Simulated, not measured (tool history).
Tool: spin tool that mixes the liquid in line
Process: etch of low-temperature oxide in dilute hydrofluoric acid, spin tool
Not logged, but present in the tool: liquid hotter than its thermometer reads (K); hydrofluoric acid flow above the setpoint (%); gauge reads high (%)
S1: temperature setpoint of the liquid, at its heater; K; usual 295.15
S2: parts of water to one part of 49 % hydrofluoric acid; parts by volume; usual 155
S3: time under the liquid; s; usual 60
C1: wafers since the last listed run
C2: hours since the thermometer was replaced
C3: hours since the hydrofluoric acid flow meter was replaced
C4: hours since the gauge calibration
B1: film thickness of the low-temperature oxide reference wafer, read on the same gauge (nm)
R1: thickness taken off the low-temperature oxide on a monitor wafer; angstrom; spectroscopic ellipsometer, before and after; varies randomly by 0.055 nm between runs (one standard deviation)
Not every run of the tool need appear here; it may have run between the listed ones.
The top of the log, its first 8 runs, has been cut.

-- hour=425.8 hydrofluoric acid flow meter replaced
run 9 hour=457.5 | S1=295.15 S2=155 S3=60 | C1=455 C2=120.9 C3=31.7 C4=1012.8 | B1=70 | R1=92.3
run 10 hour=518.8 | S1=295.15 S2=200 S3=60 | C1=474 C2=182.2 C3=93 C4=1074.1 | B1=69.98 | R1=69.1
run 11 hour=552.5 | S1=295.15 S2=200 S3=60 | C1=260 C2=215.9 C3=126.7 C4=1107.8 | B1=69.99 | R1=68.9
run 12 hour=607 | S1=295.15 S2=115 S3=60 | C1=421 C2=270.4 C3=181.2 C4=1162.3 | B1=69.99 | R1=130.7
-- hour=665.7 gauge calibrated
run 13 hour=674.8 | S1=295.15 S2=110 S3=60 | C1=524 C2=338.2 C3=249 C4=9.1 | B1=70 | R1=138.1
run 14 hour=721.2 | S1=299.15 S2=155 S3=60 | C1=359 C2=384.6 C3=295.4 C4=55.5 | B1=70 | R1=109.1
run 15 hour=758.7 | S1=299.15 S2=155 S3=60 | C1=290 C2=422.1 C3=332.9 C4=93 | B1=69.99 | R1=108.1
run 16 hour=796.9 | S1=295.15 S2=225 S3=60 | C1=295 C2=460.3 C3=371.1 C4=131.2 | B1=69.94 | R1=59.3
run 17 hour=837.5 | S1=295.15 S2=120 S3=85 | C1=314 C2=500.9 C3=411.7 C4=171.8 | B1=70.01 | R1=175.2
run 18 hour=875.3 | S1=295.15 S2=155 S3=60 | C1=292 C2=538.7 C3=449.5 C4=209.6 | B1=69.99 | R1=92.1
run 19 hour=929.2 | S1=295.15 S2=155 S3=40 | C1=417 C2=592.6 C3=503.4 C4=263.5 | B1=70.01 | R1=62
run 20 hour=954.2 | S1=295.15 S2=125 S3=45 | C1=193 C2=617.6 C3=528.4 C4=288.5 | B1=69.97 | R1=90
-- hour=1015.3 thermometer replaced
run 21 hour=1021.1 | S1=299.65 S2=95 S3=60 | C1=510 C2=5.8 C3=595.3 C4=355.4 | B1=69.96 | R1=193.3
run 22 hour=1072.4 | S1=295.15 S2=100 S3=60 | C1=397 C2=57.1 C3=646.6 C4=406.7 | B1=70 | R1=154.2
run 23 hour=1128.6 | S1=299.65 S2=155 S3=95 | C1=435 C2=113.3 C3=702.8 C4=462.9 | B1=70.03 | R1=174.8
run 24 hour=1160.3 | S1=293.15 S2=155 S3=35 | C1=245 C2=145 C3=734.5 C4=494.6 | B1=69.98 | R1=50.7
run 25 hour=1186.6 | S1=297.65 S2=205 S3=60 | C1=203 C2=171.3 C3=760.8 C4=520.9 | B1=69.96 | R1=72.6
run 26 hour=1217.9 | S1=291.15 S2=215 S3=75 | C1=242 C2=202.6 C3=792.1 C4=552.2 | B1=70 | R1=67.3
run 27 hour=1271.4 | S1=292.65 S2=110 S3=40 | C1=414 C2=256.1 C3=845.6 C4=605.7 | B1=70 | R1=83.3
run 28 hour=1308.4 | S1=300.15 S2=155 S3=85 | C1=286 C2=293.1 C3=882.6 C4=642.7 | B1=69.97 | R1=161.1
run 29 hour=1362 | S1=295.15 S2=120 S3=60 | C1=415 C2=346.7 C3=936.2 C4=696.3 | B1=69.99 | R1=126.1
run 30 hour=1403 | S1=295.15 S2=155 S3=60 | C1=317 C2=387.7 C3=977.2 C4=737.3 | B1=70.05 | R1=93.9

3 ways to go on from here, each from the tool as it stands after run 30. What would each give?
run A hour=1403.4 | S1=292.65 S2=155 S3=60 | C1=3 C2=388.1 C3=977.6 C4=737.7 | B1=? | R1=?
run B hour=1403.4 | S1=291.65 S2=220 S3=60 | C1=3 C2=388.1 C3=977.6 C4=737.7 | B1=? | R1=?
run C hour=1403.4 | S1=293.65 S2=155 S3=90 | C1=3 C2=388.1 C3=977.6 C4=737.7 | B1=? | R1=?

run=A B1=69.98 R1=84.5
run=B B1=69.98 R1=53.7
run=C B1=69.98 R1=131.9
Stripped of hidden state, with their random variation kept, the same runs would have yielded:
run=A R1=84.5
run=B R1=53.7
run=C R1=131.9
